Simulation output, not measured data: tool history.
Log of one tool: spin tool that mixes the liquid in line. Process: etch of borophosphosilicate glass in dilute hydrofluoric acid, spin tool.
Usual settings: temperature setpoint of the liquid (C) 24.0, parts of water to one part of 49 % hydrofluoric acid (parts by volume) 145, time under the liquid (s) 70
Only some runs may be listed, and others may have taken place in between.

run,hour,temperature setpoint of the liquid (C),parts of water to one part of 49 % hydrofluoric acid (parts by volume),time under the liquid (s),"read-back film thickness of the borophosphosilicate glass reference wafer, read on the same gauge (nm)",thickness taken off the borophosphosilicate glass on a monitor wafer (angstrom)
1,0.0,24.0,145,70,40.01,299.7
2,6.5,24.0,145,70,40.01,303.0
3,14.3,20.5,145,70,39.98,260.4
4,28.6,20.5,145,70,40.06,262.0
5,46.2,24.0,185,40,39.99,128.5
6,52.8,24.0,145,70,39.95,299.1
7,59.3,24.0,145,70,39.98,300.7
8,68.4,24.0,145,70,40.01,301.4
9,81.3,24.0,145,70,39.96,296.0
10,97.2,22.5,145,70,40.04,284.3
11,104.7,24.0,145,70,39.98,296.9
12,112.5,24.0,145,85,40.02,360.1
13,123.7,24.0,145,85,40.02,360.4
14,131.6,24.0,205,70,39.99,192.0
# hour 141.1: gauge calibrated
15,167.0,24.0,145,70,40.02,291.0
16,175.8,26.5,145,70,40.02,318.4
17,185.8,24.0,145,70,40.04,292.6
18,200.5,24.0,145,70,39.99,292.4
# hour 205.6: hydrofluoric acid flow meter replaced
19,211.9,25.5,95,50,39.98,423.7
20,227.3,20.5,145,70,40.00,303.2
21,240.6,24.0,145,85,40.00,417.4
# hour 249.7: thermometer replaced
22,250.5,24.0,145,35,40.02,170.7
23,267.6,22.0,145,70,40.00,316.8
24,285.6,29.0,145,45,40.03,263.9
25,301.3,21.5,180,35,39.98,120.6
26,311.2,28.5,100,45,40.02,394.4
27,318.8,24.0,200,70,40.02,232.1

What would each run have given without the hidden state, its run-to-run variation left as it was?
Hidden state at play: liquid hotter than its thermometer reads (K); hydrofluoric acid flow below the setpoint (%); gauge reads high (%).
run,thickness taken off the borophosphosilicate glass on a monitor wafer (angstrom)
1,347.9
2,352.1
3,302.4
4,304.9
5,151.0
6,350.1
7,352.2
8,353.5
9,348.0
10,334.7
11,350.3
12,425.3
13,426.5
14,229.3
15,346.7
16,380.4
17,349.6
18,350.2
19,429.6
20,308.2
21,425.1
22,174.1
23,323.8
24,270.5
25,123.9
26,405.3
27,239.2
